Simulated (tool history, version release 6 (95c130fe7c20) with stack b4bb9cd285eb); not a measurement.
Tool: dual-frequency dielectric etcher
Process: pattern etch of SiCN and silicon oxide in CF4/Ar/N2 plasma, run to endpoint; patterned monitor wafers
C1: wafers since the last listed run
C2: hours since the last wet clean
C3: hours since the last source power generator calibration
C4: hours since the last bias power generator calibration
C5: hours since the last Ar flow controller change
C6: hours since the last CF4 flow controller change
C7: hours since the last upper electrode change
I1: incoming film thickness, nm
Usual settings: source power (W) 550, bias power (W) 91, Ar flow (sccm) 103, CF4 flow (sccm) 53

run 1 day=0.000 | source_power_(W)=550 bias_power_(W)=91 Ar_flow_(sccm)=103 CF4_flow_(sccm)=44 | C1=0 C2=468.0 C3=2298.6 C4=1780.5 C5=5212.2 C6=1591.9 C7=3750.4 | I1=8.82 | endpoint_time_(s)=9.0
-- day=1.083 wet clean of the chamber
-- day=1.546 Ar flow controller replaced
run 2 day=4.067 | source_power_(W)=550 bias_power_(W)=91 Ar_flow_(sccm)=103 CF4_flow_(sccm)=44 | C1=1200 C2=71.6 C3=2396.2 C4=1878.1 C5=60.5 C6=1689.5 C7=3848.0 | I1=8.85 | endpoint_time_(s)=8.6
run 3 day=6.475 | source_power_(W)=550 bias_power_(W)=91 Ar_flow_(sccm)=103 CF4_flow_(sccm)=53 | C1=1026 C2=129.4 C3=2454.0 C4=1935.9 C5=118.3 C6=1747.3 C7=3905.8 | I1=8.90 | endpoint_time_(s)=8.5
run 4 day=8.275 | source_power_(W)=550 bias_power_(W)=91 Ar_flow_(sccm)=103 CF4_flow_(sccm)=53 | C1=767 C2=172.6 C3=2497.2 C4=1979.1 C5=161.5 C6=1790.5 C7=3949.0 | I1=8.85 | endpoint_time_(s)=8.5
run 5 day=9.850 | source_power_(W)=550 bias_power_(W)=91 Ar_flow_(sccm)=103 CF4_flow_(sccm)=53 | C1=671 C2=210.4 C3=2535.0 C4=2016.9 C5=199.3 C6=1828.3 C7=3986.8 | I1=8.86 | endpoint_time_(s)=8.5
run 6 day=11.783 | source_power_(W)=550 bias_power_(W)=91 Ar_flow_(sccm)=103 CF4_flow_(sccm)=53 | C1=824 C2=256.8 C3=2581.4 C4=2063.3 C5=245.7 C6=1874.7 C7=4033.2 | I1=8.86 | endpoint_time_(s)=8.5
-- day=14.179 CF4 flow controller replaced
run 7 day=15.233 | source_power_(W)=550 bias_power_(W)=91 Ar_flow_(sccm)=103 CF4_flow_(sccm)=53 | C1=1364 C2=339.6 C3=2664.2 C4=2146.1 C5=328.5 C6=25.3 C7=4116.0 | I1=8.89 | endpoint_time_(s)=8.8
run 8 day=17.633 | source_power_(W)=500 bias_power_(W)=91 Ar_flow_(sccm)=103 CF4_flow_(sccm)=58 | C1=1023 C2=397.2 C3=2721.8 C4=2203.7 C5=386.1 C6=82.9 C7=4173.6 | I1=8.93 | endpoint_time_(s)=9.5
-- day=18.888 source power generator calibrated
run 9 day=19.308 | source_power_(W)=440 bias_power_(W)=108 Ar_flow_(sccm)=125 CF4_flow_(sccm)=62 | C1=643 C2=437.4 C3=10.1 C4=2243.9 C5=426.3 C6=123.1 C7=4213.8 | I1=9.00 | endpoint_time_(s)=10.2
-- day=20.404 wet clean of the chamber
run 10 day=23.038 | source_power_(W)=550 bias_power_(W)=91 Ar_flow_(sccm)=103 CF4_flow_(sccm)=53 | C1=1163 C2=63.2 C3=99.6 C4=2333.4 C5=515.8 C6=212.6 C7=4303.3 | I1=8.89 | endpoint_time_(s)=8.6
run 11 day=25.892 | source_power_(W)=680 bias_power_(W)=91 Ar_flow_(sccm)=113 CF4_flow_(sccm)=53 | C1=1216 C2=131.7 C3=168.1 C4=2401.9 C5=584.3 C6=281.1 C7=4371.8 | I1=8.82 | endpoint_time_(s)=7.4
run 12 day=29.588 | source_power_(W)=550 bias_power_(W)=91 Ar_flow_(sccm)=103 CF4_flow_(sccm)=53 | C1=1575 C2=220.4 C3=256.8 C4=2490.6 C5=673.0 C6=369.8 C7=4460.5 | I1=8.89 | endpoint_time_(s)=8.7
run 13 day=32.162 | source_power_(W)=550 bias_power_(W)=85 Ar_flow_(sccm)=87 CF4_flow_(sccm)=63 | C1=1097 C2=282.2 C3=318.6 C4=2552.4 C5=734.8 C6=431.6 C7=4522.3 | I1=8.95 | endpoint_time_(s)=8.7
run 14 day=36.579 | source_power_(W)=610 bias_power_(W)=72 Ar_flow_(sccm)=103 CF4_flow_(sccm)=66 | C1=1883 C2=388.2 C3=424.6 C4=2658.4 C5=840.8 C6=537.6 C7=4628.3 | I1=8.82 | endpoint_time_(s)=8.7
run 15 day=39.600 | source_power_(W)=550 bias_power_(W)=91 Ar_flow_(sccm)=118 CF4_flow_(sccm)=53 | C1=1287 C2=460.7 C3=497.1 C4=2730.9 C5=913.3 C6=610.1 C7=4700.8 | I1=8.92 | endpoint_time_(s)=9.2
-- day=41.925 bias power generator calibrated
-- day=44.004 wet clean of the chamber
run 16 day=44.025 | source_power_(W)=550 bias_power_(W)=79 Ar_flow_(sccm)=103 CF4_flow_(sccm)=53 | C1=1389 C2=0.5 C3=603.3 C4=50.4 C5=1019.5 C6=716.3 C7=4807.0 | I1=8.84 | endpoint_time_(s)=9.0
run 17 day=45.221 | source_power_(W)=680 bias_power_(W)=82 Ar_flow_(sccm)=103 CF4_flow_(sccm)=42 | C1=509 C2=29.2 C3=632.0 C4=79.1 C5=1048.2 C6=745.0 C7=4835.7 | I1=8.90 | endpoint_time_(s)=7.7
-- day=48.762 upper electrode replaced
run 18 day=48.783 | source_power_(W)=550 bias_power_(W)=91 Ar_flow_(sccm)=103 CF4_flow_(sccm)=53 | C1=1092 C2=114.7 C3=717.5 C4=164.6 C5=1133.7 C6=830.5 C7=0.5 | I1=8.80 | endpoint_time_(s)=8.5
run 19 day=56.879 | source_power_(W)=550 bias_power_(W)=91 Ar_flow_(sccm)=103 CF4_flow_(sccm)=53 | C1=3451 C2=309.0 C3=911.8 C4=358.9 C5=1328.0 C6=1024.8 C7=194.8 | I1=8.91 | endpoint_time_(s)=8.6
run 20 day=58.962 | source_power_(W)=510 bias_power_(W)=74 Ar_flow_(sccm)=121 CF4_flow_(sccm)=58 | C1=888 C2=359.0 C3=961.8 C4=408.9 C5=1378.0 C6=1074.8 C7=244.8 | I1=8.85 | endpoint_time_(s)=10.4
run 21 day=62.921 | source_power_(W)=550 bias_power_(W)=69 Ar_flow_(sccm)=103 CF4_flow_(sccm)=47 | C1=1687 C2=454.0 C3=1056.8 C4=503.9 C5=1473.0 C6=1169.8 C7=339.8 | I1=8.86 | endpoint_time_(s)=10.3
-- day=65.329 wet clean of the chamber
run 22 day=66.438 | source_power_(W)=550 bias_power_(W)=106 Ar_flow_(sccm)=103 CF4_flow_(sccm)=53 | C1=1072 C2=26.6 C3=1141.2 C4=588.3 C5=1557.4 C6=1254.2 C7=424.2 | I1=8.79 | endpoint_time_(s)=7.8
run 23 day=68.896 | source_power_(W)=600 bias_power_(W)=91 Ar_flow_(sccm)=90 CF4_flow_(sccm)=62 | C1=1048 C2=85.6 C3=1200.2 C4=647.3 C5=1616.4 C6=1313.2 C7=483.2 | I1=8.96 | endpoint_time_(s)=7.7

Forecast each of these 5 alternatives for the next run:
run A day=68.912 | source_power_(W)=550 bias_power_(W)=91 Ar_flow_(sccm)=103 CF4_flow_(sccm)=53 | C1=7 C2=86.0 C3=1200.6 C4=647.7 C5=1616.8 C6=1313.6 C7=483.6 | I1=8.92 | endpoint_time_(s)=?
run B day=68.912 | source_power_(W)=640 bias_power_(W)=91 Ar_flow_(sccm)=103 CF4_flow_(sccm)=62 | C1=7 C2=86.0 C3=1200.6 C4=647.7 C5=1616.8 C6=1313.6 C7=483.6 | I1=8.92 | endpoint_time_(s)=?
run C day=68.912 | source_power_(W)=480 bias_power_(W)=81 Ar_flow_(sccm)=89 CF4_flow_(sccm)=46 | C1=7 C2=86.0 C3=1200.6 C4=647.7 C5=1616.8 C6=1313.6 C7=483.6 | I1=8.92 | endpoint_time_(s)=?
run D day=68.912 | source_power_(W)=550 bias_power_(W)=69 Ar_flow_(sccm)=103 CF4_flow_(sccm)=53 | C1=7 C2=86.0 C3=1200.6 C4=647.7 C5=1616.8 C6=1313.6 C7=483.6 | I1=8.92 | endpoint_time_(s)=?
run E day=68.912 | source_power_(W)=550 bias_power_(W)=91 Ar_flow_(sccm)=103 CF4_flow_(sccm)=45 | C1=7 C2=86.0 C3=1200.6 C4=647.7 C5=1616.8 C6=1313.6 C7=483.6 | I1=8.92 | endpoint_time_(s)=?

run=A endpoint_time_(s)=8.6
run=B endpoint_time_(s)=7.4
run=C endpoint_time_(s)=10.2
run=D endpoint_time_(s)=9.9
run=E endpoint_time_(s)=8.8
Without the tool's hidden state the same runs would have given:
run=A endpoint_time_(s)=8.7
run=B endpoint_time_(s)=7.5
run=C endpoint_time_(s)=10.3
run=D endpoint_time_(s)=10.0
run=E endpoint_time_(s)=8.9
